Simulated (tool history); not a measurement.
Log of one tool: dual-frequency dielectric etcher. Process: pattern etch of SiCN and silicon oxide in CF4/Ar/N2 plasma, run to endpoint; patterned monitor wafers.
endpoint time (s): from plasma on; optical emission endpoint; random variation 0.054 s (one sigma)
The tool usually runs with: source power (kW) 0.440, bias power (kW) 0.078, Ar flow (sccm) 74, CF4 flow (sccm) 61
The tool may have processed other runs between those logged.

run	hour	source power (kW)	bias power (kW)	Ar flow (sccm)	CF4 flow (sccm)	incoming incoming film thickness, nm	endpoint time (s)
1	0.0	0.440	0.071	74	65	13.46	14.3
2	11.0	0.440	0.071	74	65	13.46	14.2
3	25.8	0.440	0.086	74	61	13.42	12.9
4	42.8	0.440	0.086	74	61	13.44	13.0
5	57.8	0.440	0.078	74	61	13.53	13.8
6	65.3	0.370	0.078	74	61	13.50	16.9
7	98.9	0.370	0.078	74	61	13.36	16.2
8	99.2	0.370	0.078	74	61	13.38	16.2
9	108.1	0.440	0.078	85	53	13.36	13.6
10	115.9	0.440	0.090	74	55	13.39	12.4
11	166.1	0.440	0.078	74	61	13.46	14.2
12	166.4	0.540	0.078	74	56	13.48	11.4
13	186.5	0.440	0.078	60	61	13.47	13.9
14	193.6	0.440	0.073	87	61	13.40	14.9
15	200.0	0.440	0.078	74	61	13.42	14.1
16	209.8	0.440	0.064	74	68	13.40	15.3

Withheld: 7 entries from between the runs. Position of each, and hidden state at the listed run before versus the listed run after:
After run 6, before run 7: CF4 flow controller replaced (hour 92.2); wet clean of the chamber (hour 98.4)
  etch rate over this chamber's usual, %: 3.77 -> 6.59
  measured result minus the result with no hidden state, endpoint time (s): -0.6 -> -1.0
After run 10, before run 11: source power generator calibrated (hour 126.1); Ar flow controller replaced (hour 138.8); bias power generator calibrated (hour 145.6); wet clean of the chamber, repeated, since the last time left the tool worse (hour 147.1); upper electrode replaced (hour 165.6)
  etch rate over this chamber's usual, %: 6.7 -> -0.169
  measured result minus the result with no hidden state, endpoint time (s): -0.9 -> +0.0
